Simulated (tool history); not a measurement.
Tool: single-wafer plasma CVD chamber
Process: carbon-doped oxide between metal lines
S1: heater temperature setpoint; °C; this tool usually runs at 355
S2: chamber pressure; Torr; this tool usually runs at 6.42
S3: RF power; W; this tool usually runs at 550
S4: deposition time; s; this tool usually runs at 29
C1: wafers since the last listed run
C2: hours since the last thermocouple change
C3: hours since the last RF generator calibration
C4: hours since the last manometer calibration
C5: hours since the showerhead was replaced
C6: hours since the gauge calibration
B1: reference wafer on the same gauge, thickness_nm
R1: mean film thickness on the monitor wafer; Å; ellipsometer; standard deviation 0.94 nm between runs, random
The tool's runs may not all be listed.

run,day,S1,S2,S3,S4,C1,C2,C3,C4,C5,C6,B1,R1
1,0,355,6.42,550,29,0,2057.2,1324.5,1069.9,5241.5,1263.9,189.004,1559.57
# day 1.554: gauge calibrated
# day 2.138: showerhead replaced
2,2.65,355,6.42,550,29,1370,2120.8,1388.1,1133.5,12.3,26.3,188.952,1564.33
3,3.242,355,6.42,550,29,350,2135,1402.3,1147.7,26.5,40.5,188.922,1556.92
4,4.396,355,6.42,550,29,682,2162.7,1430,1175.4,54.2,68.2,188.84,1547.7
5,5.796,355,6.42,550,29,828,2196.3,1463.6,1209,87.8,101.8,189.189,1541.62
# day 7.117: capacitance manometer re-zeroed and calibrated
6,7.138,355,6.42,550,29,596,2228.5,1495.8,0.5,120,134,189.03,1536.34
7,7.6,355,6.42,550,29,273,2239.6,1506.9,11.6,131.1,145.1,189.115,1548.1
8,8.904,355,6.42,550,29,771,2270.9,1538.2,42.9,162.4,176.4,188.835,1541.57
9,9.725,355,6.42,550,29,485,2290.6,1557.9,62.6,182.1,196.1,189.089,1535.84
10,10.912,369,7.25,580,33.5,702,2319.1,1586.4,91.1,210.6,224.6,189.027,1770.19
# day 14.292: thermocouple changed; heater temperature recalibrated
11,14.733,369,6.42,550,27,2063,10.6,1678.1,182.8,302.3,316.3,189.035,1381.26
12,15.45,355,7.03,550,24.1,424,27.8,1695.3,200,319.5,333.5,188.923,1281.61
13,18.579,355,5.51,550,29,1851,102.9,1770.4,275.1,394.6,408.6,189.141,1510.63
14,19.138,349,5.93,550,29,330,116.3,1783.8,288.5,408,422,189.014,1549.46
15,20.496,345,7.79,550,29,803,148.9,1816.4,321.1,440.6,454.6,189.01,1578.33
# day 21.879: RF generator calibrated
16,21.9,355,6.42,550,29,633,182.6,0.5,354.8,474.3,488.3,189.022,1607.95
17,22.521,343,7.46,445,33.9,367,197.5,15.4,369.7,489.2,503.2,189.081,1688.95
18,23.338,355,6.42,550,29,483,217.1,35,389.3,508.8,522.8,189.054,1600.82
19,24.804,359,6.42,650,29,867,252.3,70.2,424.5,544,558,188.926,1765.62
20,26.179,355,7.03,550,24.1,813,285.3,103.2,457.5,577,591,188.867,1335.81
21,26.946,355,6.42,455,32.5,453,303.7,121.6,475.9,595.4,609.4,189.012,1562.56
22,28.038,363,5.13,550,32.5,645,329.9,147.8,502.1,621.6,635.6,188.779,1701.92
23,28.571,355,6.42,550,29,315,342.7,160.6,514.9,634.4,648.4,188.686,1590.82
24,29.412,355,6.42,550,29,497,362.9,180.8,535.1,654.6,668.6,189.066,1603.05
25,30.688,355,6.42,550,29,754,393.5,211.4,565.7,685.2,699.2,189.072,1594.35
26,34.779,370,6.42,550,24,2420,491.7,309.6,663.9,783.4,797.4,189.04,1274.35
27,35.35,355,7.31,550,29,337,505.4,323.3,677.6,797.1,811.1,188.902,1616.34
28,36.712,355,6.42,550,31.1,806,538.1,356,710.3,829.8,843.8,188.993,1699.9

Some steps in R1 between neighbouring runs. How much of each would the tool show without its hidden state too (settings, what came in, random variation), and how much is left for the hidden state, with any gauge scatter that isn't in both results?
Unlogged tool condition in this case: wafer temperature above the value expected at the setpoint (K); delivered RF power above the setpoint (%); true pressure above the setpoint (%); gauge reads high (%).
Run 10 -> 11: S2 7.25 -> 6.42, S3 580 -> 550, S4 33.5 -> 27, thermocouple changed; heater temperature recalibrated. R1 -388.93 Å: hidden state +7.9, all else -396.83.
Run 12 -> 13: S2 7.03 -> 5.51, S4 24.1 -> 29. R1 +229.02 Å: hidden state -17.25, all else +246.27.
Run 15 -> 16: S1 345 -> 355, S2 7.79 -> 6.42, RF generator calibrated. R1 +29.62 Å: hidden state +82.06, all else -52.44.
Run 19 -> 20: S1 359 -> 355, S2 6.42 -> 7.03, S3 650 -> 550, S4 29 -> 24.1. R1 -429.81 Å: hidden state +0.76, all else -430.57.

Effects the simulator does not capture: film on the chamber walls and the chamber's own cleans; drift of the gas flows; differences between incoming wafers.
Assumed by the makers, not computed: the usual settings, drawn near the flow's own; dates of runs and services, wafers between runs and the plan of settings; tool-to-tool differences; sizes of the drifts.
